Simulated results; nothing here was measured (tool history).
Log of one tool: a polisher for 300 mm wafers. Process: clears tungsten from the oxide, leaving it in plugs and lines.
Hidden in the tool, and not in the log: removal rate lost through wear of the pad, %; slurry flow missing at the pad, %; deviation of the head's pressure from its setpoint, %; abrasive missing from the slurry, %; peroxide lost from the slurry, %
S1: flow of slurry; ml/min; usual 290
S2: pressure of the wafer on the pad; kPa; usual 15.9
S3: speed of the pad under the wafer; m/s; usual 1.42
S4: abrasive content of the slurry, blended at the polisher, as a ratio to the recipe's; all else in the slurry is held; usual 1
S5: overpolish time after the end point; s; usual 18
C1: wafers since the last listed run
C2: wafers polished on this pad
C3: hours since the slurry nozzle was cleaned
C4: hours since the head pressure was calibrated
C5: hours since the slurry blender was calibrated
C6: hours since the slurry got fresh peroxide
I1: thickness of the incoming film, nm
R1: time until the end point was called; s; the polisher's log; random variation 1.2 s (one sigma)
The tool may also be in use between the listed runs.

{"run": 1, "hour": 0.0, "S1": 290, "S2": 15.9, "S3": 1.42, "S4": 1.15, "S5": 18, "C1": 0, "C2": 1590, "C3": 210.9, "C4": 577.1, "C5": 240.2, "C6": 148.4, "I1": 291.2, "R1": 75.4}
{"run": 2, "hour": 6.8, "S1": 290, "S2": 15.9, "S3": 1.42, "S4": 1.15, "S5": 18, "C1": 49, "C2": 1640, "C3": 217.7, "C4": 583.9, "C5": 247, "C6": 155.2, "I1": 291.6, "R1": 78.6}
{"hour": 12.7, "done": "worn pad replaced by a new one"}
{"hour": 13.3, "done": "slurry tank refilled with fresh slurry and peroxide"}
{"run": 3, "hour": 18.8, "S1": 290, "S2": 15.9, "S3": 1.42, "S4": 1, "S5": 18, "C1": 54, "C2": 40, "C3": 229.7, "C4": 595.9, "C5": 259, "C6": 5.5, "I1": 292.2, "R1": 64.6}
{"run": 4, "hour": 32.5, "S1": 290, "S2": 15.9, "S3": 1.42, "S4": 1, "S5": 18, "C1": 100, "C2": 140, "C3": 243.4, "C4": 609.6, "C5": 272.7, "C6": 19.2, "I1": 293.6, "R1": 67.4}
{"run": 5, "hour": 41.9, "S1": 290, "S2": 15.9, "S3": 1.42, "S4": 1, "S5": 18, "C1": 68, "C2": 209, "C3": 252.8, "C4": 619, "C5": 282.1, "C6": 28.6, "I1": 291.1, "R1": 66.6}
{"run": 6, "hour": 50.5, "S1": 290, "S2": 15.9, "S3": 1.42, "S4": 1, "S5": 18, "C1": 62, "C2": 271, "C3": 261.4, "C4": 627.6, "C5": 290.7, "C6": 37.2, "I1": 292, "R1": 66.3}
{"run": 7, "hour": 56.8, "S1": 290, "S2": 15.9, "S3": 1.42, "S4": 1, "S5": 18, "C1": 46, "C2": 317, "C3": 267.7, "C4": 633.9, "C5": 297, "C6": 43.5, "I1": 289.7, "R1": 67.7}
{"run": 8, "hour": 69.3, "S1": 290, "S2": 15.9, "S3": 1.42, "S4": 1, "S5": 18, "C1": 91, "C2": 409, "C3": 280.2, "C4": 646.4, "C5": 309.5, "C6": 56, "I1": 284.1, "R1": 64.4}
{"run": 9, "hour": 77.9, "S1": 290, "S2": 15.9, "S3": 1.42, "S4": 1, "S5": 18, "C1": 62, "C2": 472, "C3": 288.8, "C4": 655, "C5": 318.1, "C6": 64.6, "I1": 288.3, "R1": 68.3}
{"run": 10, "hour": 88.6, "S1": 290, "S2": 15.9, "S3": 1.76, "S4": 1, "S5": 18, "C1": 78, "C2": 550, "C3": 299.5, "C4": 665.7, "C5": 328.8, "C6": 75.3, "I1": 293.3, "R1": 60.8}
{"run": 11, "hour": 100.6, "S1": 290, "S2": 15.9, "S3": 1.42, "S4": 1, "S5": 18, "C1": 87, "C2": 638, "C3": 311.5, "C4": 677.7, "C5": 340.8, "C6": 87.3, "I1": 292.1, "R1": 70.7}
{"run": 12, "hour": 111.3, "S1": 290, "S2": 15.9, "S3": 1.42, "S4": 1, "S5": 18, "C1": 78, "C2": 716, "C3": 322.2, "C4": 688.4, "C5": 351.5, "C6": 98, "I1": 287.6, "R1": 72.4}
{"run": 13, "hour": 122.2, "S1": 195, "S2": 14.5, "S3": 1.42, "S4": 1, "S5": 24, "C1": 79, "C2": 795, "C3": 333.1, "C4": 699.3, "C5": 362.4, "C6": 108.9, "I1": 291.7, "R1": 80}
{"run": 14, "hour": 133.4, "S1": 290, "S2": 15.9, "S3": 1.42, "S4": 1, "S5": 18, "C1": 81, "C2": 877, "C3": 344.3, "C4": 710.5, "C5": 373.6, "C6": 120.1, "I1": 295.2, "R1": 77.2}
{"run": 15, "hour": 146.1, "S1": 330, "S2": 15.9, "S3": 1.42, "S4": 1, "S5": 18, "C1": 92, "C2": 970, "C3": 357, "C4": 723.2, "C5": 386.3, "C6": 132.8, "I1": 293.6, "R1": 73.7}
{"run": 16, "hour": 161.8, "S1": 325, "S2": 20.7, "S3": 1.86, "S4": 1, "S5": 18, "C1": 114, "C2": 1085, "C3": 372.7, "C4": 738.9, "C5": 402, "C6": 148.5, "I1": 287.4, "R1": 51.2}
{"hour": 167.9, "done": "head pressure recalibrated"}
{"run": 17, "hour": 168.4, "S1": 290, "S2": 15.9, "S3": 1.42, "S4": 1.15, "S5": 18, "C1": 33, "C2": 1118, "C3": 379.3, "C4": 0.5, "C5": 408.6, "C6": 155.1, "I1": 289.4, "R1": 76.2}
{"hour": 173.2, "done": "slurry tank refilled with fresh slurry and peroxide"}
{"run": 18, "hour": 180.7, "S1": 290, "S2": 12.4, "S3": 1.42, "S4": 1.1, "S5": 21, "C1": 82, "C2": 1201, "C3": 391.6, "C4": 12.8, "C5": 420.9, "C6": 7.5, "I1": 287, "R1": 82.2}
{"run": 19, "hour": 189.8, "S1": 290, "S2": 15.9, "S3": 1.42, "S4": 1, "S5": 18, "C1": 66, "C2": 1267, "C3": 400.7, "C4": 21.9, "C5": 430, "C6": 16.6, "I1": 284.1, "R1": 68.2}
{"hour": 199.4, "done": "slurry blender recalibrated"}
{"hour": 205.1, "done": "worn pad replaced by a new one"}
{"hour": 218.4, "done": "slurry nozzle cleaned"}
{"run": 20, "hour": 237.8, "S1": 290, "S2": 15.9, "S3": 1.42, "S4": 1, "S5": 18, "C1": 299, "C2": 231, "C3": 19.4, "C4": 69.9, "C5": 38.4, "C6": 64.6, "I1": 292.7, "R1": 69}
{"run": 21, "hour": 248.9, "S1": 340, "S2": 15.9, "S3": 0.94, "S4": 1, "S5": 15, "C1": 81, "C2": 312, "C3": 30.5, "C4": 81, "C5": 49.5, "C6": 75.7, "I1": 285.9, "R1": 97.3}
{"run": 22, "hour": 261.6, "S1": 290, "S2": 15.9, "S3": 1.42, "S4": 1, "S5": 15, "C1": 92, "C2": 405, "C3": 43.2, "C4": 93.7, "C5": 62.2, "C6": 88.4, "I1": 290.7, "R1": 69.1}
{"run": 23, "hour": 277.6, "S1": 290, "S2": 15.9, "S3": 1.42, "S4": 1, "S5": 24, "C1": 116, "C2": 522, "C3": 59.2, "C4": 109.7, "C5": 78.2, "C6": 104.4, "I1": 294.3, "R1": 73.4}
{"run": 24, "hour": 286.0, "S1": 290, "S2": 15.9, "S3": 1.42, "S4": 1, "S5": 18, "C1": 61, "C2": 583, "C3": 67.6, "C4": 118.1, "C5": 86.6, "C6": 112.8, "I1": 295.1, "R1": 77.8}

5 ways to go on from here, each from the tool as it stands after run 24. What would each give?
{"run": "A", "hour": 286.4, "S1": 290, "S2": 15.9, "S3": 1.42, "S4": 1, "S5": 18, "C1": 2, "C2": 586, "C3": 68, "C4": 118.5, "C5": 87, "C6": 113.2, "I1": 289.7, "R1": "?"}
{"run": "B", "hour": 286.4, "S1": 290, "S2": 15.9, "S3": 1.58, "S4": 0.75, "S5": 18, "C1": 2, "C2": 586, "C3": 68, "C4": 118.5, "C5": 87, "C6": 113.2, "I1": 289.7, "R1": "?"}
{"run": "C", "hour": 286.4, "S1": 260, "S2": 13.8, "S3": 1.2, "S4": 1, "S5": 13, "C1": 2, "C2": 586, "C3": 68, "C4": 118.5, "C5": 87, "C6": 113.2, "I1": 289.7, "R1": "?"}
{"run": "D", "hour": 286.4, "S1": 290, "S2": 15.9, "S3": 1.64, "S4": 1.15, "S5": 18, "C1": 2, "C2": 586, "C3": 68, "C4": 118.5, "C5": 87, "C6": 113.2, "I1": 289.7, "R1": "?"}
{"run": "E", "hour": 286.4, "S1": 290, "S2": 15.9, "S3": 1.42, "S4": 1, "S5": 13, "C1": 2, "C2": 586, "C3": 68, "C4": 118.5, "C5": 87, "C6": 113.2, "I1": 289.7, "R1": "?"}

run=A R1=72.2
run=B R1=69.5
run=C R1=92.4
run=D R1=62.4
run=E R1=72.2
Without the tool's hidden state the same runs would have given:
run=A R1=62.6
run=B R1=60.2
run=C R1=80
run=D R1=54
run=E R1=62.6

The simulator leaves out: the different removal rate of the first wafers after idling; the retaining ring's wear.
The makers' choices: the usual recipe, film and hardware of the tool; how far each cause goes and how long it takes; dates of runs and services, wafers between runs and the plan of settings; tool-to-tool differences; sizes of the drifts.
